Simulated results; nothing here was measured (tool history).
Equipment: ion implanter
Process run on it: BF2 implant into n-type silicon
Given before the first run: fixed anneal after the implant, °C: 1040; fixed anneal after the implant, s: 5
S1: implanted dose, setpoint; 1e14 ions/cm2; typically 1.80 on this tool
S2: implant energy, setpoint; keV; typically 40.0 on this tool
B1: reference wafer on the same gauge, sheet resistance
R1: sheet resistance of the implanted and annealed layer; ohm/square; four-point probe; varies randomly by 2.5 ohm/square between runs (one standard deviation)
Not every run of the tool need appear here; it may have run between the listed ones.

run 1 hour=0.0 | S1=1.80 S2=47.5 | B1=520.86 | R1=517.25
run 2 hour=77.9 | S1=1.80 S2=40.0 | B1=521.11 | R1=525.77
run 3 hour=173.2 | S1=1.80 S2=40.0 | B1=520.26 | R1=519.29
-- hour=446.8 Faraday cup replaced and dose calibrated
run 4 hour=470.6 | S1=1.80 S2=40.0 | B1=521.66 | R1=530.12
-- hour=526.9 gauge calibrated
run 5 hour=556.1 | S1=1.80 S2=46.5 | B1=520.65 | R1=518.52
run 6 hour=798.6 | S1=1.80 S2=46.5 | B1=521.13 | R1=513.47
run 7 hour=1117.2 | S1=1.80 S2=46.5 | B1=520.21 | R1=511.44
run 8 hour=1208.4 | S1=1.80 S2=40.0 | B1=522.14 | R1=514.69
run 9 hour=1273.2 | S1=1.67 S2=31.5 | B1=521.50 | R1=564.21
-- hour=1289.1 Faraday cup replaced and dose calibrated
run 10 hour=1370.0 | S1=1.67 S2=31.5 | B1=520.95 | R1=581.57
-- hour=1447.8 extraction supply calibrated
run 11 hour=1458.9 | S1=1.80 S2=44.5 | B1=520.15 | R1=526.55
run 12 hour=1518.0 | S1=1.80 S2=30.5 | B1=521.32 | R1=552.42
run 13 hour=1592.2 | S1=1.80 S2=40.0 | B1=520.53 | R1=529.17
run 14 hour=1631.0 | S1=1.80 S2=40.0 | B1=520.71 | R1=527.78
run 15 hour=1694.3 | S1=1.80 S2=40.0 | B1=522.46 | R1=526.14
run 16 hour=1783.1 | S1=1.80 S2=40.0 | B1=521.03 | R1=520.90
run 17 hour=1996.9 | S1=2.07 S2=40.0 | B1=520.27 | R1=458.60
-- hour=2061.8 Faraday cup replaced and dose calibrated
run 18 hour=2069.7 | S1=1.80 S2=27.5 | B1=520.52 | R1=562.60
run 19 hour=2168.8 | S1=1.80 S2=31.5 | B1=519.91 | R1=548.84
run 20 hour=2266.4 | S1=1.52 S2=54.0 | B1=520.33 | R1=586.60
run 21 hour=2346.9 | S1=1.80 S2=40.0 | B1=520.20 | R1=529.09
run 22 hour=2396.1 | S1=1.80 S2=43.5 | B1=520.16 | R1=522.18
run 23 hour=2474.9 | S1=1.65 S2=29.0 | B1=520.00 | R1=590.13
-- hour=2526.9 gauge calibrated
run 24 hour=2568.3 | S1=2.20 S2=44.5 | B1=520.65 | R1=438.11
run 25 hour=2673.9 | S1=1.56 S2=48.5 | B1=520.30 | R1=574.61
run 26 hour=2722.7 | S1=1.80 S2=40.0 | B1=521.37 | R1=526.27
run 27 hour=2783.8 | S1=1.80 S2=34.5 | B1=520.43 | R1=525.84
-- hour=2857.3 Faraday cup replaced and dose calibrated
run 28 hour=3074.2 | S1=1.80 S2=40.0 | B1=520.47 | R1=529.25
run 29 hour=3145.9 | S1=1.80 S2=29.5 | B1=520.12 | R1=548.51
run 30 hour=3241.3 | S1=1.80 S2=40.0 | B1=521.80 | R1=526.02
run 31 hour=3303.5 | S1=1.63 S2=28.5 | B1=520.06 | R1=587.40
run 32 hour=3339.8 | S1=1.54 S2=46.5 | B1=520.80 | R1=579.34
run 33 hour=3403.7 | S1=1.80 S2=40.0 | B1=521.09 | R1=519.81
-- hour=3649.5 extraction supply calibrated
run 34 hour=3699.4 | S1=1.80 S2=40.0 | B1=522.48 | R1=515.97
-- hour=3830.6 Faraday cup replaced and dose calibrated
run 35 hour=3934.0 | S1=1.80 S2=45.5 | B1=520.74 | R1=522.16
run 36 hour=3970.1 | S1=2.07 S2=52.5 | B1=520.35 | R1=453.10
run 37 hour=4050.1 | S1=1.33 S2=47.0 | B1=521.26 | R1=661.21

Difference, measured minus no-hidden-state, one row per run. Run-to-run variation is common to both terms; the gauge's own scatter need not be:
Hidden conditions of the tool in this case: deviation of the true dose from the Faraday cup's reading, %; deviation of the true energy from its setpoint, %; gauge reads high (%).
run=1 R1=-8.71
run=2 R1=-10.43
run=3 R1=-12.22
run=4 R1=-1.22
run=5 R1=-2.92
run=6 R1=-7.72
run=7 R1=-14.00
run=8 R1=-15.90
run=9 R1=-19.00
run=10 R1=-0.31
run=11 R1=-2.10
run=12 R1=-3.51
run=13 R1=-4.84
run=14 R1=-5.62
run=15 R1=-6.90
run=16 R1=-8.62
run=17 R1=-11.50
run=18 R1=+2.29
run=19 R1=+0.06
run=20 R1=-2.15
run=21 R1=-3.59
run=22 R1=-4.54
run=23 R1=-7.04
run=24 R1=-6.82
run=25 R1=-11.13
run=26 R1=-11.25
run=27 R1=-12.55
run=28 R1=-4.69
run=29 R1=-6.50
run=30 R1=-8.08
run=31 R1=-10.60
run=32 R1=-11.03
run=33 R1=-11.24
run=34 R1=-17.07
run=35 R1=-0.36
run=36 R1=-0.97
run=37 R1=-3.41

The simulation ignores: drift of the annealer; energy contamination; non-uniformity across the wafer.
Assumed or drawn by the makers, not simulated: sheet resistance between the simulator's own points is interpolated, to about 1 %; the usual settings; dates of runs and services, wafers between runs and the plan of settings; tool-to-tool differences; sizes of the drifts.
